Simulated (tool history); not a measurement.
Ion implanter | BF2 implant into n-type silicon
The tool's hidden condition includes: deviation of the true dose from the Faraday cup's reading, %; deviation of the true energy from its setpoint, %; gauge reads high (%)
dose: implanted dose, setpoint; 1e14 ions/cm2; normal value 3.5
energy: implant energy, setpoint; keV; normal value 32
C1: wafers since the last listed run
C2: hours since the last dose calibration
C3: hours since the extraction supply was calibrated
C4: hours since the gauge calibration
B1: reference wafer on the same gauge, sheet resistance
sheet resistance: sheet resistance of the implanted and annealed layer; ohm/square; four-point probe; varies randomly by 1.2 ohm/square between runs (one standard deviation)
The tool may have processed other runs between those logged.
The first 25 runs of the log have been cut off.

Run 26, hour 1371.1: usual settings; C1 1293; C2 99.4; C3 636.1; C4 1506.2; B1 269.26. Result: sheet resistance 333.01 ohm/square.
Run 27, hour 1421.3: usual settings but dose 2.75 1e14 ions/cm2, energy 38.5 keV; C1 949; C2 149.6; C3 686.3; C4 1556.4; B1 269.55. Result: sheet resistance 399.24 ohm/square.
At hour 1449.4: gauge calibrated.
Run 28, hour 1462.5: usual settings but dose 4.24 1e14 ions/cm2, energy 25 keV; C1 779; C2 190.8; C3 727.5; C4 13.1; B1 266.17. Result: sheet resistance 289.46 ohm/square.
Run 29, hour 1525.1: usual settings but dose 2.93 1e14 ions/cm2; C1 1184; C2 253.4; C3 790.1; C4 75.7; B1 265.52. Result: sheet resistance 382.37 ohm/square.
Run 30, hour 1584.6: usual settings but dose 4.34 1e14 ions/cm2; C1 1125; C2 312.9; C3 849.6; C4 135.2; B1 266.12. Result: sheet resistance 272.62 ohm/square.
Run 31, hour 1629.8: usual settings but dose 4.35 1e14 ions/cm2, energy 38.5 keV; C1 854; C2 358.1; C3 894.8; C4 180.4; B1 265.8. Result: sheet resistance 267.66 ohm/square.
Run 32, hour 1699: usual settings but energy 36 keV; C1 1308; C2 427.3; C3 964; C4 249.6; B1 265.93. Result: sheet resistance 325.19 ohm/square.
Run 33, hour 1766.8: usual settings but dose 3.23 1e14 ions/cm2; C1 1282; C2 495.1; C3 1031.8; C4 317.4; B1 266.16. Result: sheet resistance 352.76 ohm/square.
Run 34, hour 1824.6: usual settings but energy 39.5 keV; C1 1093; C2 552.9; C3 1089.6; C4 375.2; B1 266.2. Result: sheet resistance 319.98 ohm/square.
Run 35, hour 1850.6: usual settings; C1 491; C2 578.9; C3 1115.6; C4 401.2; B1 266.14. Result: sheet resistance 329.91 ohm/square.
Run 36, hour 1909.8: usual settings; C1 1119; C2 638.1; C3 1174.8; C4 460.4; B1 266.3. Result: sheet resistance 330.35 ohm/square.
Run 37, hour 1935.7: usual settings but dose 3.86 1e14 ions/cm2, energy 37.5 keV; C1 489; C2 664; C3 1200.7; C4 486.3; B1 266.08. Result: sheet resistance 296.52 ohm/square.

Alternative continuations, all from the tool just after run 37; predict every row:
Run A, hour 1936.1: usual settings but dose 2.63 1e14 ions/cm2; C1 7; C2 664.4; C3 1201.1; C4 486.7; B1 ?. Result: sheet resistance ?.
Run B, hour 1936.1: usual settings but dose 4.49 1e14 ions/cm2, energy 37.5 keV; C1 7; C2 664.4; C3 1201.1; C4 486.7; B1 ?. Result: sheet resistance ?.
Run C, hour 1936.1: usual settings but dose 4.16 1e14 ions/cm2, energy 42 keV; C1 7; C2 664.4; C3 1201.1; C4 486.7; B1 ?. Result: sheet resistance ?.
Run D, hour 1936.1: usual settings but dose 4.54 1e14 ions/cm2, energy 38 keV; C1 7; C2 664.4; C3 1201.1; C4 486.7; B1 ?. Result: sheet resistance ?.

run      B1  sheet resistance
  A  266.64            421.04
  B  266.64            261.78
  C  266.64            276.46
  D  266.64            258.95
Take away the tool's hidden state, keep each run's random variation, and the runs would have read:
run  sheet resistance
  A            420.38
  B            261.37
  C            276.03
  D            258.54
